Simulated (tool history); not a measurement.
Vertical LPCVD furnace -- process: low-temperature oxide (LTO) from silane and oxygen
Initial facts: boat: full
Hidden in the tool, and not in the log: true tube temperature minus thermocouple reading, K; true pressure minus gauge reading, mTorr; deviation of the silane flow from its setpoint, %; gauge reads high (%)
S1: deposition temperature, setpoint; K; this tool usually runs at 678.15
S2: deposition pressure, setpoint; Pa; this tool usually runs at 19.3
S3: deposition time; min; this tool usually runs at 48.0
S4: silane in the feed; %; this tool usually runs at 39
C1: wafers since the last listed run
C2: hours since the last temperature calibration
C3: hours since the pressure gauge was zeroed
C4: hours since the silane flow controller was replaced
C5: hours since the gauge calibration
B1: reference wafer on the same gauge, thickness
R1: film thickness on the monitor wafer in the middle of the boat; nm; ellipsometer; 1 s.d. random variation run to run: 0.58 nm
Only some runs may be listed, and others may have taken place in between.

run	hour	S1	S2	S3	S4	C1	C2	C3	C4	C5	B1	R1
1	0.0	678.15	19.3	48.0	37	0	2113.4	4199.3	4665.2	130.1	251.08	280.06
2	14.4	678.15	19.3	48.0	37	219	2127.8	4213.7	4679.6	144.5	251.04	280.73
3	27.9	678.15	19.3	48.0	37	205	2141.3	4227.2	4693.1	158.0	250.97	280.83
4	44.6	678.15	19.3	48.0	39	254	2158.0	4243.9	4709.8	174.7	250.99	299.07
5	61.1	678.15	19.3	48.0	39	251	2174.5	4260.4	4726.3	191.2	250.98	297.97
6	81.3	678.15	19.3	48.0	39	307	2194.7	4280.6	4746.5	211.4	250.95	298.53
7	94.0	678.15	19.3	48.0	39	193	2207.4	4293.3	4759.2	224.1	251.20	299.23
8	118.8	678.15	19.3	48.0	39	377	2232.2	4318.1	4784.0	248.9	250.99	299.39
9	133.5	678.15	19.3	48.0	39	223	2246.9	4332.8	4798.7	263.6	251.03	299.13
10	144.5	678.15	19.3	48.0	39	167	2257.9	4343.8	4809.7	274.6	250.97	298.40
11	166.7	682.15	19.3	48.0	39	338	2280.1	4366.0	4831.9	296.8	251.14	311.31
12	187.8	678.15	19.3	48.0	39	321	2301.2	4387.1	4853.0	317.9	251.00	299.37
13	200.7	678.15	19.3	48.0	39	196	2314.1	4400.0	4865.9	330.8	251.00	299.08
# hour 227.1: thermocouples replaced and temperature profile calibrated
14	227.6	678.15	19.3	48.0	39	44	0.5	4426.9	4892.8	357.7	250.99	288.79
15	239.2	678.15	19.3	48.0	44	176	12.1	4438.5	4904.4	369.3	250.90	330.23
# hour 248.2: gauge calibrated
16	252.1	678.15	20.7	29.0	39	196	25.0	4451.4	4917.3	3.9	250.81	186.43
# hour 279.2: pressure gauge zeroed
17	279.7	686.15	16.0	59.0	36	54	52.6	0.5	4944.9	31.5	250.86	288.58
18	288.0	671.15	19.3	42.5	34	126	60.9	8.8	4953.2	39.8	250.96	198.40
19	303.3	678.15	16.0	48.0	43	233	76.2	24.1	4968.5	55.1	251.09	267.71
20	311.0	678.15	19.3	48.0	39	117	83.9	31.8	4976.2	62.8	251.12	289.37
# hour 336.4: silane flow controller replaced
21	369.6	674.15	20.7	48.0	46	526	142.5	90.4	33.2	121.4	250.98	356.96
22	391.4	678.15	19.3	62.0	39	332	164.3	112.2	55.0	143.2	251.25	375.15
23	410.8	681.15	19.3	48.0	32	295	183.7	131.6	74.4	162.6	251.10	231.42
24	429.3	678.15	15.3	48.0	43	281	202.2	150.1	92.9	181.1	250.85	257.83
25	447.6	678.15	23.3	48.0	45	278	220.5	168.4	111.2	199.4	250.90	411.27
26	459.8	678.15	21.3	63.5	34	185	232.7	180.6	123.4	211.6	250.99	356.26
27	468.2	678.15	20.7	57.0	39	127	241.1	189.0	131.8	220.0	251.25	368.81
28	480.3	678.15	17.3	57.0	39	184	253.2	201.1	143.9	232.1	250.87	311.48
29	496.5	678.15	19.3	48.0	33	246	269.4	217.3	160.1	248.3	250.81	234.68
30	507.4	678.15	19.3	48.0	39	166	280.3	228.2	171.0	259.2	250.91	291.88

What differs in the tool's unlogged condition from the final listed run ahead of each entry between runs to the first listed run following it?
In the gap between runs 13 and 14: thermocouples replaced and temperature profile calibrated (hour 227.1)
  true tube temperature minus thermocouple reading, K: 4.07 -> 0.514
  measured result minus the result with no hidden state, R1: +12.88 -> +1.61 nm
In the gap between runs 15 and 16: gauge calibrated (hour 248.2)
  true tube temperature minus thermocouple reading, K: 0.574 -> 0.64
  measured result minus the result with no hidden state, R1: +1.98 -> +1.30 nm
In the gap between runs 16 and 17: pressure gauge zeroed (hour 279.2)
  true tube temperature minus thermocouple reading, K: 0.64 -> 0.778
  measured result minus the result with no hidden state, R1: +1.30 -> +2.41 nm
In the gap between runs 20 and 21: silane flow controller replaced (hour 336.4)
  true tube temperature minus thermocouple reading, K: 0.929 -> 1.2
  measured result minus the result with no hidden state, R1: +2.91 -> +4.43 nm
